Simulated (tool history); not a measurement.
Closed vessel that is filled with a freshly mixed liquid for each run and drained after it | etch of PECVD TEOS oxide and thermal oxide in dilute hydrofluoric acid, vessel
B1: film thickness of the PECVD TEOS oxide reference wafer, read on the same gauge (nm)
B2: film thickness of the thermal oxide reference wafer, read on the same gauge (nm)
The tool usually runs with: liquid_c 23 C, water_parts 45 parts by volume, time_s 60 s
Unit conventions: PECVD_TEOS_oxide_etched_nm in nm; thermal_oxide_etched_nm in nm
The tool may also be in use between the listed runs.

Run 1, day 0: usual settings; B1 70; B2 90. Result: PECVD_TEOS_oxide_etched_nm 16.15 nm, thermal_oxide_etched_nm 6.71 nm.
Run 2, day 3.096: usual settings; B1 69.94; B2 90.01. Result: PECVD_TEOS_oxide_etched_nm 16.18 nm, thermal_oxide_etched_nm 6.7 nm.
Run 3, day 4.983: usual settings but liquid_c 26.5 C; B1 70.02; B2 89.98. Result: PECVD_TEOS_oxide_etched_nm 18.51 nm, thermal_oxide_etched_nm 7.61 nm.
Run 4, day 7.712: usual settings but liquid_c 26.5 C; B1 70.03; B2 90.07. Result: PECVD_TEOS_oxide_etched_nm 18.2 nm, thermal_oxide_etched_nm 7.67 nm.
At day 8.308: hydrofluoric acid flow meter replaced.
Run 5, day 15.1: usual settings but liquid_c 26.5 C; B1 69.99; B2 89.98. Result: PECVD_TEOS_oxide_etched_nm 19.28 nm, thermal_oxide_etched_nm 8.01 nm.
At day 24.629: thermometer replaced.
Run 6, day 26.95: usual settings but liquid_c 26 C; B1 70.04; B2 90.02. Result: PECVD_TEOS_oxide_etched_nm 18.73 nm, thermal_oxide_etched_nm 7.86 nm.
Run 7, day 30.342: usual settings but liquid_c 26 C; B1 69.96; B2 90.01. Result: PECVD_TEOS_oxide_etched_nm 18.44 nm, thermal_oxide_etched_nm 7.83 nm.
Run 8, day 34.171: usual settings but liquid_c 26 C; B1 69.96; B2 89.98. Result: PECVD_TEOS_oxide_etched_nm 18.63 nm, thermal_oxide_etched_nm 7.74 nm.
Run 9, day 37.196: usual settings; B1 69.98; B2 89.94. Result: PECVD_TEOS_oxide_etched_nm 16.36 nm, thermal_oxide_etched_nm 6.76 nm.
Run 10, day 41.65: usual settings; B1 69.98; B2 90.02. Result: PECVD_TEOS_oxide_etched_nm 16.2 nm, thermal_oxide_etched_nm 6.72 nm.
Run 11, day 45.562: usual settings; B1 70.01; B2 90. Result: PECVD_TEOS_oxide_etched_nm 16.21 nm, thermal_oxide_etched_nm 6.75 nm.
Run 12, day 48.583: usual settings; B1 69.98; B2 90.03. Result: PECVD_TEOS_oxide_etched_nm 16.36 nm, thermal_oxide_etched_nm 6.78 nm.
Run 13, day 50.454: usual settings but liquid_c 25 C, time_s 30 s; B1 69.96; B2 90.01. Result: PECVD_TEOS_oxide_etched_nm 8.71 nm, thermal_oxide_etched_nm 3.65 nm.
Run 14, day 54.579: usual settings but liquid_c 26.5 C, water_parts 65 parts by volume, time_s 30 s; B1 69.99; B2 89.97. Result: PECVD_TEOS_oxide_etched_nm 6.08 nm, thermal_oxide_etched_nm 2.62 nm.
Run 15, day 56.904: usual settings; B1 70.02; B2 90.02. Result: PECVD_TEOS_oxide_etched_nm 16.01 nm, thermal_oxide_etched_nm 6.62 nm.
At day 58.017: gauge calibrated.
At day 60.242: hydrofluoric acid flow meter replaced.
Run 16, day 63.842: usual settings; B1 70; B2 90.04. Result: PECVD_TEOS_oxide_etched_nm 16.36 nm, thermal_oxide_etched_nm 6.92 nm.
Run 17, day 68.212: usual settings but time_s 40 s; B1 69.96; B2 90. Result: PECVD_TEOS_oxide_etched_nm 11.14 nm, thermal_oxide_etched_nm 4.61 nm.
Run 18, day 71.179: usual settings but water_parts 40 parts by volume; B1 69.94; B2 90. Result: PECVD_TEOS_oxide_etched_nm 18.39 nm, thermal_oxide_etched_nm 7.79 nm.
Run 19, day 72.975: usual settings; B1 70; B2 89.98. Result: PECVD_TEOS_oxide_etched_nm 16.25 nm, thermal_oxide_etched_nm 6.89 nm.
Run 20, day 77.392: usual settings but liquid_c 27 C, water_parts 35 parts by volume, time_s 75 s; B1 69.99; B2 90.03. Result: PECVD_TEOS_oxide_etched_nm 30.84 nm, thermal_oxide_etched_nm 13.02 nm.
Run 21, day 81.708: usual settings; B1 69.98; B2 90.05. Result: PECVD_TEOS_oxide_etched_nm 16.27 nm, thermal_oxide_etched_nm 6.78 nm.
Run 22, day 84.562: usual settings but liquid_c 27.5 C, water_parts 60 parts by volume, time_s 95 s; B1 70; B2 89.98. Result: PECVD_TEOS_oxide_etched_nm 22.21 nm, thermal_oxide_etched_nm 9.45 nm.
Run 23, day 95.875: usual settings but liquid_c 20.5 C, water_parts 55 parts by volume, time_s 90 s; B1 70; B2 90.01. Result: PECVD_TEOS_oxide_etched_nm 17.29 nm, thermal_oxide_etched_nm 7.35 nm.
Run 24, day 99.212: usual settings; B1 70; B2 89.96. Result: PECVD_TEOS_oxide_etched_nm 16.01 nm, thermal_oxide_etched_nm 6.61 nm.
Run 25, day 101.862: usual settings but liquid_c 18 C, time_s 85 s; B1 69.98; B2 90.03. Result: PECVD_TEOS_oxide_etched_nm 18.25 nm, thermal_oxide_etched_nm 7.64 nm.
At day 103.662: hydrofluoric acid flow meter replaced.
Run 26, day 103.683: usual settings but liquid_c 27.5 C, water_parts 35 parts by volume, time_s 45 s; B1 69.98; B2 90.03. Result: PECVD_TEOS_oxide_etched_nm 19.6 nm, thermal_oxide_etched_nm 8.29 nm.
Run 27, day 106.388: usual settings; B1 69.97; B2 90.01. Result: PECVD_TEOS_oxide_etched_nm 16.63 nm, thermal_oxide_etched_nm 7.09 nm.

Subtracting, for every run, the result it would have given without the tool's unlogged condition from the measured result gives the following. The same run-to-run variation enters both numbers; the gauge's scatter may not:
What the log doesn't record here: liquid hotter than its thermometer reads (K); hydrofluoric acid flow below the setpoint (%); gauge reads high (%).
run  PECVD_TEOS_oxide_etched_nm  thermal_oxide_etched_nm
  1                       -0.86                    -0.36
  2                       -0.92                    -0.38
  3                        -1.1                    -0.45
  4                       -1.14                    -0.48
  5                       -0.19                    -0.07
  6                       -0.43                    -0.17
  7                       -0.49                    -0.21
  8                       -0.58                    -0.24
  9                       -0.56                    -0.23
 10                       -0.64                    -0.27
 11                       -0.71                     -0.3
 12                       -0.78                    -0.32
 13                       -0.44                    -0.18
 14                       -0.34                    -0.15
 15                       -0.92                    -0.38
 16                        -0.3                    -0.13
 17                       -0.25                     -0.1
 18                       -0.48                    -0.21
 19                       -0.46                    -0.19
 20                       -1.02                    -0.43
 21                       -0.63                    -0.26
 22                       -0.95                    -0.41
 23                       -0.95                    -0.41
 24                       -0.95                    -0.39
 25                       -1.13                    -0.47
 26                       -0.05                    -0.02
 27                        -0.1                    -0.04
